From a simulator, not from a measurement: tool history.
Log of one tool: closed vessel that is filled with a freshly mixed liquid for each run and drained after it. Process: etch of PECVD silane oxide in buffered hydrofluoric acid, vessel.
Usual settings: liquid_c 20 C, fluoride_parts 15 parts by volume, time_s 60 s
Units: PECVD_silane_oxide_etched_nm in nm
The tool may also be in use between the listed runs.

| run | hour | liquid_c | fluoride_parts | time_s | wafers since the last listed run | hours since the thermometer was replaced | hours since the hydrofluoric acid flow meter was replaced | hours since the gauge calibration | read-back film thickness of the PECVD silane oxide reference wafer, read on the same gauge (nm) | PECVD_silane_oxide_etched_nm |
|---|---|---|---|---|---|---|---|---|---|---|
| 1 | 0 | 20 | 15 | 60 | 0 | 1802.7 | 1581.2 | 933.7 | 132.82 | 73.57 |
| 2 | 107.6 | 20 | 13.5 | 60 | 7829 | 1910.3 | 1688.8 | 1041.3 | 133.12 | 81.44 |
| 3 | 174.1 | 20 | 13.5 | 60 | 4838 | 1976.8 | 1755.3 | 1107.8 | 133.33 | 82.19 |
| 4 | 222.5 | 20 | 13.5 | 60 | 3521 | 2025.2 | 1803.7 | 1156.2 | 133.46 | 82.29 |
| 5 | 328 | 20 | 15 | 60 | 7676 | 2130.7 | 1909.2 | 1261.7 | 133.79 | 73.15 |
| 6 | 422 | 20 | 15 | 60 | 6839 | 2224.7 | 2003.2 | 1355.7 | 134.08 | 73.98 |
|  | 478.2 | hydrofluoric acid flow meter replaced |
| 7 | 528.5 | 20 | 15 | 60 | 7676 | 2331.2 | 50.3 | 1462.2 | 134.38 | 74.61 |
| 8 | 595.3 | 20 | 15 | 60 | 4860 | 2398 | 117.1 | 1529 | 134.6 | 75.23 |
|  | 617 | thermometer replaced |
| 9 | 689.6 | 20 | 15 | 60 | 6788 | 72.6 | 211.4 | 1623.3 | 134.84 | 74.67 |
|  | 726.5 | gauge calibrated |
| 10 | 797.2 | 20 | 15 | 60 | 7829 | 180.2 | 319 | 70.7 | 130.58 | 72.38 |
| 11 | 839.2 | 22.5 | 18 | 35 | 3056 | 222.2 | 361 | 112.7 | 130.71 | 40.96 |
| 12 | 920.1 | 18 | 9.5 | 95 | 5886 | 303.1 | 441.9 | 193.6 | 130.95 | 157.8 |
| 13 | 999.4 | 20 | 9 | 60 | 5770 | 382.4 | 521.2 | 272.9 | 131.19 | 115.52 |
| 14 | 1044.4 | 25 | 17 | 50 | 3274 | 427.4 | 566.2 | 317.9 | 131.32 | 70.67 |
| 15 | 1118 | 20 | 15 | 60 | 5355 | 501 | 639.8 | 391.5 | 131.55 | 73.09 |
| 16 | 1176.6 | 20 | 15 | 85 | 4263 | 559.6 | 698.4 | 450.1 | 131.71 | 104.83 |
| 17 | 1307.9 | 20 | 15 | 85 | 9553 | 690.9 | 829.7 | 581.4 | 132.12 | 102.91 |
| 18 | 1354 | 18.5 | 13 | 60 | 3354 | 737 | 875.8 | 627.5 | 132.25 | 77.34 |
| 19 | 1404.8 | 17 | 9.5 | 60 | 3696 | 787.8 | 926.6 | 678.3 | 132.4 | 94.91 |

5 ways to go on from here, each from the tool as it stands after run 19. What would each give?
| A | 1405.5 | 23 | 15 | 60 | 50 | 788.5 | 927.3 | 679 | ? | ? |
| B | 1405.5 | 23 | 10 | 40 | 50 | 788.5 | 927.3 | 679 | ? | ? |
| C | 1405.5 | 17 | 11 | 90 | 50 | 788.5 | 927.3 | 679 | ? | ? |
| D | 1405.5 | 20 | 15 | 35 | 50 | 788.5 | 927.3 | 679 | ? | ? |
| E | 1405.5 | 20 | 20 | 60 | 50 | 788.5 | 927.3 | 679 | ? | ? |

| run | read-back film thickness of the PECVD silane oxide reference wafer, read on the same gauge (nm) | PECVD_silane_oxide_etched_nm |
|---|---|---|
| A | 132.39 | 86.75 |
| B | 132.39 | 85.98 |
| C | 132.39 | 125.98 |
| D | 132.39 | 42.84 |
| E | 132.39 | 55.3 |
Without the tool's hidden state the same runs would have given:
| run | PECVD_silane_oxide_etched_nm |
|---|---|
| A | 85.18 |
| B | 84.42 |
| C | 123.7 |
| D | 42.06 |
| E | 54.29 |
